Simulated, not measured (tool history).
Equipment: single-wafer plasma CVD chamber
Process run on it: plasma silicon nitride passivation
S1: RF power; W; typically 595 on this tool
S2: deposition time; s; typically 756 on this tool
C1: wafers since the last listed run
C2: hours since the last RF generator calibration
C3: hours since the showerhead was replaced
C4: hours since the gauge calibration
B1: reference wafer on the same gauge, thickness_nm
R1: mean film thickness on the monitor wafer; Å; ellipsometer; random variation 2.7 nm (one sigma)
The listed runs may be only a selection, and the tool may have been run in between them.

Run 1, hour 0.0: usual settings; C1 0; C2 96.0; C3 4853.2; C4 1620.6; B1 1499.648. Result: R1 12993.17 Å.
Run 2, hour 82.6: usual settings; C1 240; C2 178.6; C3 4935.8; C4 1703.2; B1 1499.917. Result: R1 13020.09 Å.
Run 3, hour 153.2: usual settings; C1 205; C2 249.2; C3 5006.4; C4 1773.8; B1 1499.683. Result: R1 13001.42 Å.
Run 4, hour 249.4: usual settings; C1 280; C2 345.4; C3 5102.6; C4 1870.0; B1 1499.098. Result: R1 13027.53 Å.
Run 5, hour 336.9: usual settings; C1 254; C2 432.9; C3 5190.1; C4 1957.5; B1 1500.421. Result: R1 13010.01 Å.
Run 6, hour 420.7: usual settings; C1 244; C2 516.7; C3 5273.9; C4 2041.3; B1 1498.993. Result: R1 12960.53 Å.
Run 7, hour 493.6: usual settings but S2 827 s; C1 212; C2 589.6; C3 5346.8; C4 2114.2; B1 1500.123. Result: R1 14187.74 Å.
Run 8, hour 591.2: usual settings; C1 284; C2 687.2; C3 5444.4; C4 2211.8; B1 1499.920. Result: R1 12994.54 Å.
Run 9, hour 685.9: usual settings; C1 275; C2 781.9; C3 5539.1; C4 2306.5; B1 1500.617. Result: R1 12966.15 Å.
Run 10, hour 749.8: usual settings; C1 186; C2 845.8; C3 5603.0; C4 2370.4; B1 1499.642. Result: R1 13000.85 Å.
Run 11, hour 798.8: usual settings; C1 142; C2 894.8; C3 5652.0; C4 2419.4; B1 1499.890. Result: R1 12959.65 Å.
Run 12, hour 883.4: usual settings; C1 246; C2 979.4; C3 5736.6; C4 2504.0; B1 1500.768. Result: R1 12948.82 Å.
Run 13, hour 955.4: usual settings; C1 209; C2 1051.4; C3 5808.6; C4 2576.0; B1 1499.510. Result: R1 12941.89 Å.
Run 14, hour 1052.9: usual settings; C1 284; C2 1148.9; C3 5906.1; C4 2673.5; B1 1499.645. Result: R1 12951.84 Å.
Run 15, hour 1105.2: usual settings; C1 152; C2 1201.2; C3 5958.4; C4 2725.8; B1 1500.621. Result: R1 12956.58 Å.
Run 16, hour 1167.5: usual settings; C1 181; C2 1263.5; C3 6020.7; C4 2788.1; B1 1500.233. Result: R1 12939.82 Å.
Run 17, hour 1221.7: usual settings; C1 157; C2 1317.7; C3 6074.9; C4 2842.3; B1 1498.993. Result: R1 12947.27 Å.
Run 18, hour 1289.6: usual settings; C1 197; C2 1385.6; C3 6142.8; C4 2910.2; B1 1499.890. Result: R1 12937.55 Å.
Run 19, hour 1363.6: usual settings but S1 505 W, S2 669 s; C1 215; C2 1459.6; C3 6216.8; C4 2984.2; B1 1500.665. Result: R1 10907.13 Å.
At hour 1378.6: showerhead replaced, of another model than before.
Run 20, hour 1446.2: usual settings but S1 515 W, S2 815 s; C1 217; C2 1542.2; C3 67.6; C4 3066.8; B1 1499.627. Result: R1 13580.21 Å.
Run 21, hour 1529.4: usual settings but S1 535 W; C1 242; C2 1625.4; C3 150.8; C4 3150.0; B1 1501.007. Result: R1 12631.06 Å.
Run 22, hour 1589.9: usual settings but S2 690 s; C1 176; C2 1685.9; C3 211.3; C4 3210.5; B1 1499.987. Result: R1 11824.59 Å.
Run 23, hour 1855.9: usual settings but S1 645 W, S2 648 s; C1 774; C2 1951.9; C3 477.3; C4 3476.5; B1 1500.074. Result: R1 11270.46 Å.
Run 24, hour 1920.5: usual settings but S2 798 s; C1 188; C2 2016.5; C3 541.9; C4 3541.1; B1 1501.007. Result: R1 13670.00 Å.
Run 25, hour 2004.2: usual settings but S2 676 s; C1 243; C2 2100.2; C3 625.6; C4 3624.8; B1 1499.187. Result: R1 11543.68 Å.

Run 26 comes next. What will it give?
Run 26, hour 2067.3: usual settings but S2 803 s; C1 183; C2 2163.3; C3 688.7; C4 3687.9; B1 ?. Result: R1 ?.

For run 26 the tool returned B1 1499.850, R1 13689.86 Å.
With no hidden state in the tool, this same run would have given R1 13817.49 Å.
